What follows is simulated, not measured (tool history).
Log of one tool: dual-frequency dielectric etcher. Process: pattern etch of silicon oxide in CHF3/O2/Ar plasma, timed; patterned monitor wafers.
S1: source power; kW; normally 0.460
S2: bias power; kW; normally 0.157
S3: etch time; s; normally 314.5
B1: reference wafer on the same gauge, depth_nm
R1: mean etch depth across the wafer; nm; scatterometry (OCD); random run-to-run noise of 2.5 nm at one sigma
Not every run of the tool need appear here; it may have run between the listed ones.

Run 1, hour 0.0: usual settings; B1 453.8. Result: R1 507.9 nm.
Run 2, hour 6.2: usual settings; B1 453.7. Result: R1 513.0 nm.
Run 3, hour 23.2: usual settings but S2 0.133 kW; B1 454.5. Result: R1 484.0 nm.
Run 4, hour 30.2: usual settings but S2 0.133 kW; B1 453.3. Result: R1 483.7 nm.
Run 5, hour 37.7: usual settings but S2 0.179 kW; B1 453.6. Result: R1 525.0 nm.
Run 6, hour 50.8: usual settings but S2 0.179 kW; B1 453.6. Result: R1 531.3 nm.
Run 7, hour 59.3: usual settings but S3 246.0 s; B1 454.2. Result: R1 398.5 nm.
At hour 74.6: gauge calibrated.
At hour 81.8: source power generator calibrated.
At hour 83.6: wet clean of the chamber.
At hour 85.7: upper electrode replaced.
Run 8, hour 86.2: usual settings but S3 246.0 s; B1 453.2. Result: R1 398.3 nm.
Run 9, hour 86.6: usual settings but S1 0.500 kW, S2 0.185 kW, S3 338.5 s; B1 454.4. Result: R1 586.0 nm.
Run 10, hour 87.0: usual settings but S1 0.500 kW, S2 0.185 kW, S3 338.5 s; B1 453.7. Result: R1 590.5 nm.
At hour 92.7: bias power generator calibrated.
Run 11, hour 95.8: usual settings but S2 0.130 kW, S3 229.0 s; B1 454.3. Result: R1 354.2 nm.
Run 12, hour 109.3: usual settings but S1 0.510 kW, S3 370.5 s; B1 454.1. Result: R1 617.5 nm.
Run 13, hour 125.1: usual settings but S3 246.0 s; B1 453.9. Result: R1 402.9 nm.
Run 14, hour 142.9: usual settings but S1 0.580 kW; B1 454.1. Result: R1 544.9 nm.
Run 15, hour 158.9: usual settings but S2 0.167 kW, S3 238.0 s; B1 453.6. Result: R1 390.7 nm.
Run 16, hour 165.9: usual settings but S2 0.196 kW, S3 241.0 s; B1 454.1. Result: R1 416.8 nm.

4 options for the next run, each taken on its own from the tool as it stands now. Forecast them:
Run A, hour 166.4: usual settings; B1 ?. Result: R1 ?.
Run B, hour 166.4: usual settings but S1 0.530 kW, S2 0.147 kW; B1 ?. Result: R1 ?.
Run C, hour 166.4: usual settings but S1 0.520 kW, S2 0.194 kW, S3 255.0 s; B1 ?. Result: R1 ?.
Run D, hour 166.4: usual settings but S1 0.570 kW; B1 ?. Result: R1 ?.

run     B1     R1
  A  453.6  510.6
  B  453.6  525.6
  C  453.6  457.6
  D  453.6  548.2
Stripped of hidden state, with their random variation kept, the same runs would have yielded:
run     R1
  A  510.6
  B  525.6
  C  457.6
  D  548.2
